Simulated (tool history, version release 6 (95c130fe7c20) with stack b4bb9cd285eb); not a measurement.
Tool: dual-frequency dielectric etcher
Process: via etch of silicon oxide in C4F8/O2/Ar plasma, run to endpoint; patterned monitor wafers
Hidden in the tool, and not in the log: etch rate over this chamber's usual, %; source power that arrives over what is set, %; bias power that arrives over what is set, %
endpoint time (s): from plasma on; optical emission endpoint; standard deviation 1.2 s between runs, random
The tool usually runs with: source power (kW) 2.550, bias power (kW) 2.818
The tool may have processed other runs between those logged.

| run | day | source power (kW) | bias power (kW) | wafers since the last listed run | hours since the last wet clean | hours since the last source power generator calibration | hours since the last bias power generator calibration | hours since the last upper electrode change | incoming incoming film thickness, nm | endpoint time (s) |
|---|---|---|---|---|---|---|---|---|---|---|
| 1 | 0.000 | 2.550 | 2.818 | 0 | 448.0 | 2950.2 | 2483.1 | 4854.9 | 1286.6 | 212.3 |
| 2 | 1.079 | 2.550 | 2.818 | 117 | 473.9 | 2976.1 | 2509.0 | 4880.8 | 1292.6 | 212.6 |
|  | 3.504 | wet clean of the chamber |
| 3 | 3.525 | 2.550 | 2.818 | 157 | 0.5 | 3034.8 | 2567.7 | 4939.5 | 1273.5 | 216.5 |
| 4 | 3.542 | 2.550 | 2.818 | 1 | 0.9 | 3035.2 | 2568.1 | 4939.9 | 1288.4 | 218.7 |
| 5 | 3.908 | 2.550 | 2.818 | 39 | 9.7 | 3044.0 | 2576.9 | 4948.7 | 1296.3 | 219.9 |
| 6 | 4.308 | 2.550 | 2.818 | 43 | 19.3 | 3053.6 | 2586.5 | 4958.3 | 1291.8 | 218.5 |
|  | 4.933 | bias power generator calibrated |
|  | 5.450 | wet clean of the chamber, repeated, since the last time left the tool worse |
| 7 | 5.471 | 2.550 | 2.818 | 51 | 0.5 | 3081.5 | 12.9 | 4986.2 | 1294.0 | 205.0 |
| 8 | 5.492 | 2.550 | 2.818 | 2 | 1.0 | 3082.0 | 13.4 | 4986.7 | 1292.4 | 205.8 |
| 9 | 5.867 | 2.550 | 2.818 | 40 | 10.0 | 3091.0 | 22.4 | 4995.7 | 1290.2 | 206.0 |
|  | 7.875 | upper electrode replaced |
| 10 | 7.896 | 2.550 | 2.818 | 112 | 58.7 | 3139.7 | 71.1 | 0.5 | 1283.7 | 206.6 |
| 11 | 8.104 | 2.310 | 3.232 | 22 | 63.7 | 3144.7 | 76.1 | 5.5 | 1289.1 | 207.6 |
| 12 | 8.821 | 2.920 | 2.569 | 78 | 80.9 | 3161.9 | 93.3 | 22.7 | 1297.2 | 201.4 |
|  | 9.150 | source power generator calibrated |
| 13 | 9.283 | 2.920 | 2.569 | 32 | 92.0 | 3.2 | 104.4 | 33.8 | 1300.2 | 201.7 |
| 14 | 10.017 | 2.770 | 2.433 | 79 | 109.6 | 20.8 | 122.0 | 51.4 | 1279.2 | 205.3 |
| 15 | 10.667 | 2.210 | 3.501 | 70 | 125.2 | 36.4 | 137.6 | 67.0 | 1300.8 | 210.1 |
| 16 | 11.042 | 1.930 | 2.818 | 40 | 134.2 | 45.4 | 146.6 | 76.0 | 1287.7 | 233.4 |
| 17 | 11.662 | 1.920 | 3.396 | 67 | 149.1 | 60.3 | 161.5 | 90.9 | 1296.4 | 224.2 |

Here are 3 independent what-if runs from the current tool condition. What would each one return?
| A | 11.683 | 2.550 | 2.818 | 2 | 149.6 | 60.8 | 162.0 | 91.4 | 1309.8 | ? |
| B | 11.683 | 2.550 | 2.301 | 2 | 149.6 | 60.8 | 162.0 | 91.4 | 1309.8 | ? |
| C | 11.683 | 3.150 | 2.548 | 2 | 149.6 | 60.8 | 162.0 | 91.4 | 1309.8 | ? |

| run | endpoint time (s) |
|---|---|
| A | 209.3 |
| B | 219.7 |
| C | 196.8 |
Without the tool's unlogged condition, the same runs would have read:
| run | endpoint time (s) |
|---|---|
| A | 206.1 |
| B | 216.3 |
| C | 193.8 |

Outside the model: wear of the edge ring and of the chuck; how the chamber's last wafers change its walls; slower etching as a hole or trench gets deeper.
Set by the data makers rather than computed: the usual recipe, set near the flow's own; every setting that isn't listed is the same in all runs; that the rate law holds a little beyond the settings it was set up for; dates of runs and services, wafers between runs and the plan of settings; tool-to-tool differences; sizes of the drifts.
